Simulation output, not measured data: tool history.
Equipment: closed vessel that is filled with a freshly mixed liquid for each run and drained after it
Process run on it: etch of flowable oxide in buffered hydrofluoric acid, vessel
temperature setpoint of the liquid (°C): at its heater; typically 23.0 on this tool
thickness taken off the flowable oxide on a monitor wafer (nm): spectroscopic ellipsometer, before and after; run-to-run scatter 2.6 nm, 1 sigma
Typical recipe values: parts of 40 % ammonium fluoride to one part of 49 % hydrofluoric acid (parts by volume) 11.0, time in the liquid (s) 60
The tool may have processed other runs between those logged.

run	hour	temperature setpoint of the liquid (°C)	parts of 40 % ammonium fluoride to one part of 49 % hydrofluoric acid (parts by volume)	time in the liquid (s)	read-back film thickness of the flowable oxide reference wafer, read on the same gauge (nm)	thickness taken off the flowable oxide on a monitor wafer (nm)
1	0.0	23.0	11.0	60	77.46	317.27
2	70.1	23.0	11.0	60	77.33	316.37
3	109.9	23.0	11.0	60	77.25	314.13
4	155.5	23.0	9.5	60	77.19	354.84
5	209.1	23.0	8.5	60	77.11	395.23
6	233.9	23.0	8.5	60	77.10	395.86
7	304.6	23.0	8.5	60	77.03	388.87
8	340.4	25.0	7.5	60	76.99	501.69
# hour 379.7: gauge calibrated
9	390.8	23.0	13.0	60	80.26	278.03
10	415.8	27.5	13.5	75	80.03	424.45
# hour 450.4: hydrofluoric acid flow meter replaced
11	469.5	23.0	11.0	60	79.59	326.56
12	501.2	21.5	11.0	60	79.36	300.63
13	562.4	25.0	11.0	50	78.97	301.19
14	591.2	23.0	15.0	60	78.83	240.61
# hour 594.8: thermometer replaced
15	652.8	23.0	13.5	90	78.54	389.15
16	703.4	23.0	11.0	60	78.35	320.58
17	770.5	23.0	7.0	60	78.16	485.11

Branching from run 17: 5 alternative next runs. What would each branch give?
A	771.2	23.0	11.0	60	?	?
B	771.2	19.5	6.5	95	?	?
C	771.2	25.0	15.0	45	?	?
D	771.2	19.5	11.0	60	?	?
E	771.2	19.0	11.0	60	?	?

run	read-back film thickness of the flowable oxide reference wafer, read on the same gauge (nm)	thickness taken off the flowable oxide on a monitor wafer (nm)
A	78.13	321.81
B	78.13	688.79
C	78.13	198.70
D	78.13	264.96
E	78.13	257.61
Stripped of hidden state, with their random variation kept, the same runs would have yielded:
run	thickness taken off the flowable oxide on a monitor wafer (nm)
A	329.46
B	705.16
C	203.42
D	271.25
E	263.73
